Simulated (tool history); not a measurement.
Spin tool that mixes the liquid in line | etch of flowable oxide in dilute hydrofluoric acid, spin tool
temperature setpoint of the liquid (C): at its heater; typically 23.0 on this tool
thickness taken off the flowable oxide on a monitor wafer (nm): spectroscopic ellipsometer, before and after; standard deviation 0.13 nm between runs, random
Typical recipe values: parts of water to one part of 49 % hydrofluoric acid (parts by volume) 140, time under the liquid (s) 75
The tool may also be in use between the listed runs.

run	hour	temperature setpoint of the liquid (C)	parts of water to one part of 49 % hydrofluoric acid (parts by volume)	time under the liquid (s)	read-back film thickness of the flowable oxide reference wafer, read on the same gauge (nm)	thickness taken off the flowable oxide on a monitor wafer (nm)
1	0.0	24.5	170	75	59.99	14.24
2	15.0	24.5	170	75	60.01	14.19
3	47.0	21.5	140	50	60.02	10.63
4	75.4	21.5	140	50	60.01	10.59
5	99.7	23.0	140	75	59.95	16.89
6	126.0	23.0	190	75	59.97	11.74
7	146.4	23.0	190	75	60.03	11.99
8	159.3	23.0	190	75	59.99	11.93
9	194.9	23.0	140	75	59.99	16.83
10	225.2	23.0	140	75	59.99	16.97
11	243.2	23.0	140	75	59.98	17.02
12	266.0	23.0	140	75	59.99	16.99
13	296.5	23.0	140	75	60.00	17.17
# hour 296.7: gauge calibrated
14	317.0	23.0	140	75	60.01	16.94
15	352.6	25.0	140	75	60.01	18.68
16	385.2	19.5	70	60	60.00	25.46
17	405.0	19.5	200	30	60.00	3.87
18	495.1	21.5	140	75	59.98	16.02
# hour 497.8: hydrofluoric acid flow meter replaced
19	520.8	19.5	70	60	60.01	25.57
20	536.0	23.0	140	75	60.00	17.13
# hour 554.7: thermometer replaced
21	556.0	21.5	165	75	59.98	13.19
22	584.4	20.5	140	90	59.95	18.43
23	600.4	23.0	80	105	60.00	44.77
24	626.0	23.0	115	75	59.99	21.24
25	642.4	23.0	140	75	60.02	17.21
26	666.5	20.5	185	45	60.02	6.66
27	696.5	19.5	140	75	59.99	14.65
28	729.1	27.0	140	75	60.00	19.73

Predict each of these 5 candidate next runs independently; none follows another, all start after run 28:
A	729.5	23.0	140	100	?	?
B	729.5	26.5	140	75	?	?
C	729.5	18.0	170	120	?	?
D	729.5	20.0	140	75	?	?
E	729.5	23.0	200	75	?	?

run	read-back film thickness of the flowable oxide reference wafer, read on the same gauge (nm)	thickness taken off the flowable oxide on a monitor wafer (nm)
A	59.98	22.69
B	59.98	19.45
C	59.98	17.83
D	59.98	15.11
E	59.98	11.16
What these runs would have given with no unlogged condition in the tool:
run	thickness taken off the flowable oxide on a monitor wafer (nm)
A	22.69
B	19.45
C	17.83
D	15.11
E	11.16
